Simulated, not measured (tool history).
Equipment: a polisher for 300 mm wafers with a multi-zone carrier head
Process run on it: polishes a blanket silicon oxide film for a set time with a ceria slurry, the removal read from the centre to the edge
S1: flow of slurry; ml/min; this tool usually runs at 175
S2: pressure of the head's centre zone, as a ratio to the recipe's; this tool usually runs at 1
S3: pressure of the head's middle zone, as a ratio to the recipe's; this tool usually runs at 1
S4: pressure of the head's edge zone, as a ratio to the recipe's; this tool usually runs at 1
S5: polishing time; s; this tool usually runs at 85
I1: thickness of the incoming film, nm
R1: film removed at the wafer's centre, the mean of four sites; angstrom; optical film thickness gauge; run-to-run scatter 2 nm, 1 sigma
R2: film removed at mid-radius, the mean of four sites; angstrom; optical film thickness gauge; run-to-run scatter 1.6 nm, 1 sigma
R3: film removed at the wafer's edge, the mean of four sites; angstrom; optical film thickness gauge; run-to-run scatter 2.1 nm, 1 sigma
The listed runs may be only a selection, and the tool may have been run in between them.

{"run": 1, "hour": 0.0, "S1": 175, "S2": 1, "S3": 1, "S4": 1, "S5": 85, "I1": 1440, "R1": 2074, "R2": 2135, "R3": 2116}
{"hour": 13.1, "done": "worn pad replaced by a new one"}
{"run": 2, "hour": 50.9, "S1": 175, "S2": 1, "S3": 1, "S4": 1, "S5": 85, "I1": 1442.7, "R1": 2237, "R2": 2252, "R3": 2278}
{"run": 3, "hour": 61.3, "S1": 175, "S2": 1, "S3": 1, "S4": 1, "S5": 85, "I1": 1441.2, "R1": 2246, "R2": 2229, "R3": 2248}
{"run": 4, "hour": 68.6, "S1": 175, "S2": 1, "S3": 1, "S4": 1, "S5": 85, "I1": 1428, "R1": 2175, "R2": 2249, "R3": 2248}
{"run": 5, "hour": 79.8, "S1": 175, "S2": 1, "S3": 1, "S4": 1, "S5": 85, "I1": 1431.2, "R1": 2166, "R2": 2200, "R3": 2244}
{"run": 6, "hour": 93.5, "S1": 175, "S2": 0.97, "S3": 1, "S4": 1, "S5": 106, "I1": 1431.4, "R1": 2624, "R2": 2764, "R3": 2724}
{"run": 7, "hour": 105.1, "S1": 175, "S2": 0.97, "S3": 1, "S4": 1, "S5": 106, "I1": 1444, "R1": 2593, "R2": 2688, "R3": 2697}
{"hour": 117.2, "done": "worn pad replaced by a new one"}
{"run": 8, "hour": 117.7, "S1": 175, "S2": 0.97, "S3": 1, "S4": 1, "S5": 106, "I1": 1432.7, "R1": 2793, "R2": 2862, "R3": 2884}
{"run": 9, "hour": 124.7, "S1": 175, "S2": 1, "S3": 1, "S4": 1, "S5": 85, "I1": 1456.5, "R1": 2261, "R2": 2273, "R3": 2331}
{"run": 10, "hour": 134.2, "S1": 175, "S2": 1, "S3": 1, "S4": 1, "S5": 85, "I1": 1439.1, "R1": 2263, "R2": 2305, "R3": 2339}
{"run": 11, "hour": 141.6, "S1": 175, "S2": 1, "S3": 1, "S4": 1, "S5": 85, "I1": 1470.5, "R1": 2227, "R2": 2298, "R3": 2301}
{"hour": 152.1, "done": "carrier head's membrane replaced by a new one"}
{"run": 12, "hour": 152.6, "S1": 225, "S2": 1, "S3": 0.95, "S4": 0.91, "S5": 108, "I1": 1434.1, "R1": 2947, "R2": 2893, "R3": 2885}
{"run": 13, "hour": 158.6, "S1": 175, "S2": 1, "S3": 1, "S4": 0.91, "S5": 85, "I1": 1458.3, "R1": 2283, "R2": 2295, "R3": 2187}
{"run": 14, "hour": 170.6, "S1": 175, "S2": 1.04, "S3": 0.93, "S4": 1, "S5": 104, "I1": 1431, "R1": 2770, "R2": 2629, "R3": 2768}
{"hour": 175.9, "done": "centre zone pressure recalibrated"}
{"run": 15, "hour": 185.5, "S1": 155, "S2": 1.06, "S3": 1.08, "S4": 1, "S5": 101, "I1": 1414.7, "R1": 2601, "R2": 2767, "R3": 2590}
{"hour": 193.9, "done": "slurry nozzle cleaned"}
{"hour": 198.2, "done": "edge zone pressure recalibrated"}
{"run": 16, "hour": 202.6, "S1": 175, "S2": 0.97, "S3": 1, "S4": 1, "S5": 106, "I1": 1449.1, "R1": 2652, "R2": 2713, "R3": 2734}
{"run": 17, "hour": 216.5, "S1": 175, "S2": 1, "S3": 1, "S4": 1, "S5": 85, "I1": 1460.7, "R1": 2124, "R2": 2155, "R3": 2177}

What will run 18 give?
{"run": 18, "hour": 222.7, "S1": 175, "S2": 1.07, "S3": 1, "S4": 1, "S5": 98, "I1": 1446.5, "R1": "?", "R2": "?", "R3": "?"}

Run 18 measured R1 2510 angstrom, R2 2415 angstrom, R3 2447 angstrom.
Were there no unlogged condition in the tool, this run, its random variation unchanged, would have produced R1 2713 angstrom, R2 2609 angstrom, R3 2645 angstrom.
